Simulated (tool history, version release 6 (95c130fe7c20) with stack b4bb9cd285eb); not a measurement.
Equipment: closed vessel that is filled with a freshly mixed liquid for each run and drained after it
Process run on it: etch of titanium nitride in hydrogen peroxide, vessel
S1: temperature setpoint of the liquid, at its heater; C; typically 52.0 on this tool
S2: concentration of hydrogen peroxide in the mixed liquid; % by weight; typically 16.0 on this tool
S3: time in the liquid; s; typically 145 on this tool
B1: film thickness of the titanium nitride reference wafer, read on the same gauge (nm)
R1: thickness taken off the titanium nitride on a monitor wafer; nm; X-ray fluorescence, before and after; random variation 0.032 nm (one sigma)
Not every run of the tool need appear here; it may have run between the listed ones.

Run 1, hour 0.0: usual settings but S2 14.5 % by weight; B1 50.33. Result: R1 9.09 nm.
Run 2, hour 24.2: usual settings but S2 14.5 % by weight; B1 50.33. Result: R1 9.15 nm.
Run 3, hour 42.4: usual settings; B1 50.34. Result: R1 9.38 nm.
Run 4, hour 61.7: usual settings; B1 50.39. Result: R1 9.34 nm.
Run 5, hour 91.3: usual settings; B1 50.42. Result: R1 9.33 nm.
Run 6, hour 119.2: usual settings; B1 50.46. Result: R1 9.32 nm.
Run 7, hour 159.6: usual settings; B1 50.49. Result: R1 9.37 nm.
Run 8, hour 191.9: usual settings; B1 50.55. Result: R1 9.35 nm.
Run 9, hour 204.9: usual settings; B1 50.56. Result: R1 9.41 nm.
Run 10, hour 227.4: usual settings but S1 55.5 C; B1 50.59. Result: R1 12.02 nm.
Run 11, hour 241.6: usual settings but S1 55.5 C; B1 50.62. Result: R1 11.95 nm.
At hour 254.4: new drum of peroxide connected.
Run 12, hour 266.3: usual settings but S1 55.5 C; B1 50.65. Result: R1 12.00 nm.
Run 13, hour 302.3: usual settings but S1 56.5 C; B1 50.68. Result: R1 12.85 nm.
Run 14, hour 322.5: usual settings but S1 56.5 C; B1 50.70. Result: R1 12.82 nm.
At hour 343.4: thermometer replaced.
Run 15, hour 348.9: usual settings but S1 45.0 C, S2 19.0 % by weight, S3 65 s; B1 50.74. Result: R1 2.63 nm.
Run 16, hour 383.8: usual settings; B1 50.81. Result: R1 9.37 nm.
Run 17, hour 404.1: usual settings but S1 45.0 C, S2 14.0 % by weight, S3 75 s; B1 50.83. Result: R1 2.85 nm.
Run 18, hour 434.7: usual settings but S1 42.5 C, S3 105 s; B1 50.87. Result: R1 3.41 nm.
Run 19, hour 463.7: usual settings but S2 14.5 % by weight; B1 50.89. Result: R1 9.30 nm.
Run 20, hour 486.9: usual settings; B1 50.94. Result: R1 9.45 nm.
Run 21, hour 509.5: usual settings; B1 50.97. Result: R1 9.43 nm.
At hour 529.1: gauge calibrated.
Run 22, hour 542.0: usual settings but S1 57.0 C, S3 175 s; B1 49.98. Result: R1 15.90 nm.
Run 23, hour 571.3: usual settings but S1 44.5 C, S2 20.5 % by weight, S3 120 s; B1 50.03. Result: R1 4.70 nm.
At hour 578.5: peroxide flow meter replaced.
Run 24, hour 603.8: usual settings but S3 100 s; B1 50.09. Result: R1 6.39 nm.
Run 25, hour 616.7: usual settings but S3 110 s; B1 50.08. Result: R1 7.05 nm.
Run 26, hour 631.9: usual settings but S1 42.5 C, S2 12.5 % by weight; B1 50.10. Result: R1 4.38 nm.
Run 27, hour 664.0: usual settings but S1 43.0 C, S2 20.0 % by weight, S3 110 s; B1 50.16. Result: R1 3.81 nm.
Run 28, hour 677.7: usual settings but S2 14.0 % by weight, S3 185 s; B1 50.19. Result: R1 11.55 nm.
Run 29, hour 711.2: usual settings but S1 48.5 C, S2 13.0 % by weight, S3 195 s; B1 50.23. Result: R1 9.30 nm.
Run 30, hour 747.1: usual settings; B1 50.25. Result: R1 9.32 nm.

What the log doesn't show, run by run:
liquid colder than its thermometer reads (K): 0 at every run
peroxide flow below the setpoint (%): 0 at every run
peroxide weaker than its label (%): 0 at every run
H1: gauge reads high (%)
run       H1
  1    0.598
  2    0.661
  3    0.709
  4    0.759
  5    0.836
  6    0.909
  7     1.01
  8      1.1
  9     1.13
 10     1.19
 11     1.23
 12     1.29
 13     1.39
 14     1.44
 15     1.51
 16      1.6
 17     1.65
 18     1.73
 19     1.81
 20     1.87
 21     1.93
 22  -0.0195
 23   0.0569
 24    0.142
 25    0.175
 26    0.215
 27    0.299
 28    0.335
 29    0.422
 30    0.516

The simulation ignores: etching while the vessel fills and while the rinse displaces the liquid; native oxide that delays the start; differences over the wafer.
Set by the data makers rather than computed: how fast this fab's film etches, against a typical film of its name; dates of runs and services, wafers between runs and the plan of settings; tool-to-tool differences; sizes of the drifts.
